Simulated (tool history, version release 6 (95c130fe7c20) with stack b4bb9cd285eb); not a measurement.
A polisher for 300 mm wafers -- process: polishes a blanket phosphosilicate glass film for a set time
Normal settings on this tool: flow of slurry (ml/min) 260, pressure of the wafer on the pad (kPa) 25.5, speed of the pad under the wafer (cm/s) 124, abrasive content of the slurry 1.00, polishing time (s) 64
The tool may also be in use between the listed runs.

| run | hour | flow of slurry (ml/min) | pressure of the wafer on the pad (kPa) | speed of the pad under the wafer (cm/s) | abrasive content of the slurry | polishing time (s) | incoming thickness of the incoming film, nm | film removed (nm) |
|---|---|---|---|---|---|---|---|---|
| 1 | 0.0 | 260 | 25.5 | 124 | 1.20 | 64 | 2158.8 | 732.4 |
| 2 | 93.3 | 260 | 25.5 | 124 | 0.80 | 77 | 2143.9 | 857.4 |
| 3 | 184.0 | 260 | 30.3 | 124 | 1.15 | 64 | 2166.4 | 911.9 |
| 4 | 245.1 | 260 | 25.5 | 124 | 1.00 | 49 | 2116.3 | 585.0 |
| 5 | 341.6 | 260 | 25.5 | 124 | 1.00 | 82 | 2113.3 | 1071.7 |
| 6 | 414.7 | 235 | 28.3 | 146 | 1.00 | 64 | 2179.4 | 1016.4 |
| 7 | 494.9 | 260 | 25.5 | 124 | 1.20 | 64 | 2148.7 | 817.2 |
| 8 | 571.8 | 260 | 20.7 | 124 | 1.10 | 64 | 2135.7 | 648.1 |
| 9 | 630.5 | 260 | 25.5 | 124 | 1.00 | 64 | 2159.5 | 730.6 |
| 10 | 678.5 | 300 | 31.0 | 106 | 1.20 | 64 | 2133.5 | 816.4 |
| 11 | 751.8 | 260 | 25.5 | 124 | 1.00 | 64 | 2168.5 | 701.1 |
| 12 | 858.9 | 215 | 25.5 | 124 | 1.00 | 51 | 2162.7 | 599.3 |
| 13 | 931.5 | 215 | 29.6 | 124 | 0.70 | 83 | 2143.3 | 1140.4 |
| 14 | 1029.0 | 260 | 25.5 | 124 | 1.00 | 64 | 2134.3 | 830.2 |
| 15 | 1093.0 | 260 | 25.5 | 124 | 1.00 | 83 | 2122.3 | 1043.6 |
| 16 | 1155.4 | 235 | 25.5 | 124 | 1.00 | 64 | 2147.9 | 788.3 |
| 17 | 1203.7 | 260 | 25.5 | 124 | 0.85 | 58 | 2192.0 | 657.3 |
| 18 | 1267.0 | 260 | 25.5 | 90 | 1.00 | 64 | 2114.8 | 587.5 |
| 19 | 1362.7 | 260 | 25.5 | 106 | 1.00 | 64 | 2136.0 | 645.0 |
| 20 | 1435.9 | 260 | 25.5 | 124 | 1.00 | 64 | 2176.7 | 735.9 |
| 21 | 1542.4 | 200 | 20.0 | 124 | 1.10 | 85 | 2110.2 | 723.8 |
| 22 | 1625.4 | 190 | 25.5 | 124 | 1.00 | 72 | 2124.1 | 836.1 |
| 23 | 1708.4 | 260 | 25.5 | 124 | 1.00 | 59 | 2179.8 | 700.9 |
| 24 | 1757.2 | 315 | 32.4 | 112 | 1.00 | 76 | 2177.2 | 1233.3 |
| 25 | 1832.4 | 260 | 25.5 | 124 | 1.00 | 64 | 2134.2 | 833.6 |
| 26 | 1932.7 | 260 | 25.5 | 124 | 1.00 | 64 | 2138.7 | 811.8 |

The log once held 15 entries between its listed runs, left out of this copy. Where does each go, and what is different about the tool's unlogged condition between the listed run before it and the listed run after it?
Run 1 -> run 2: head pressure recalibrated (hour 41.5)
  removal rate lost through wear of the pad, %: 15 -> 15.5; deviation of the head's pressure from its setpoint, %: -13.4 -> 0.0722
  measured result minus the result with no hidden state, film removed (nm): -246.3 -> -157.0
Run 2 -> run 3: conditioning disc replaced and pad reconditioned (hour 151.4)
  removal rate lost through wear of the pad, %: 15.5 -> 15.9; deviation of the head's pressure from its setpoint, %: 0.0722 -> -0.325
  measured result minus the result with no hidden state, film removed (nm): -157.0 -> -175.0
Run 3 -> run 4: slurry blender recalibrated (hour 242.2)
  removal rate lost through wear of the pad, %: 15.9 -> 16; deviation of the head's pressure from its setpoint, %: -0.325 -> -0.802
  measured result minus the result with no hidden state, film removed (nm): -175.0 -> -116.5
Run 4 -> run 5: worn pad replaced by a new one (hour 260.4)
  removal rate lost through wear of the pad, %: 16 -> 4.49; deviation of the head's pressure from its setpoint, %: -0.802 -> -1.9
  measured result minus the result with no hidden state, film removed (nm): -116.5 -> -69.7
Run 6 -> run 7: slurry nozzle cleaned (hour 481.8)
  removal rate lost through wear of the pad, %: 7.21 -> 9.38; deviation of the head's pressure from its setpoint, %: -3.01 -> -4.5
  measured result minus the result with no hidden state, film removed (nm): -109.1 -> -122.3
Run 11 -> run 12: head pressure recalibrated (hour 773.3)
  removal rate lost through wear of the pad, %: 13 -> 13.7; deviation of the head's pressure from its setpoint, %: -11.2 -> -0.375
  measured result minus the result with no hidden state, film removed (nm): -194.7 -> -97.6
Run 12 -> run 13: conditioning disc replaced and pad reconditioned (hour 887.4); worn pad replaced by a new one (hour 901.3); slurry blender recalibrated (hour 913.0)
  removal rate lost through wear of the pad, %: 13.7 -> 1.97; deviation of the head's pressure from its setpoint, %: -0.375 -> -0.774
  measured result minus the result with no hidden state, film removed (nm): -97.6 -> -31.0
Run 16 -> run 17: slurry nozzle cleaned (hour 1181.7)
  removal rate lost through wear of the pad, %: 9.74 -> 10.7; deviation of the head's pressure from its setpoint, %: -3.5 -> -4.39
  measured result minus the result with no hidden state, film removed (nm): -113.2 -> -108.4
Run 20 -> run 21: slurry blender recalibrated (hour 1538.7)
  removal rate lost through wear of the pad, %: 13.3 -> 13.8; deviation of the head's pressure from its setpoint, %: -10.1 -> -13.5
  measured result minus the result with no hidden state, film removed (nm): -196.4 -> -231.5
Run 21 -> run 22: head pressure recalibrated (hour 1547.1)
  removal rate lost through wear of the pad, %: 13.8 -> 14.1; deviation of the head's pressure from its setpoint, %: -13.5 -> 1.86
  measured result minus the result with no hidden state, film removed (nm): -231.5 -> -121.8
Run 22 -> run 23: conditioning disc replaced and pad reconditioned (hour 1658.5)
  removal rate lost through wear of the pad, %: 14.1 -> 14.4; deviation of the head's pressure from its setpoint, %: 1.86 -> 1.41
  measured result minus the result with no hidden state, film removed (nm): -121.8 -> -107.3
Run 23 -> run 24: worn pad replaced by a new one (hour 1720.1)
  removal rate lost through wear of the pad, %: 14.4 -> 2.07; deviation of the head's pressure from its setpoint, %: 1.41 -> 1
  measured result minus the result with no hidden state, film removed (nm): -107.3 -> -14.9
Run 24 -> run 25: slurry nozzle cleaned (hour 1831.9)
  removal rate lost through wear of the pad, %: 2.07 -> 5.41; deviation of the head's pressure from its setpoint, %: 1 -> 0.162
  measured result minus the result with no hidden state, film removed (nm): -14.9 -> -46.4
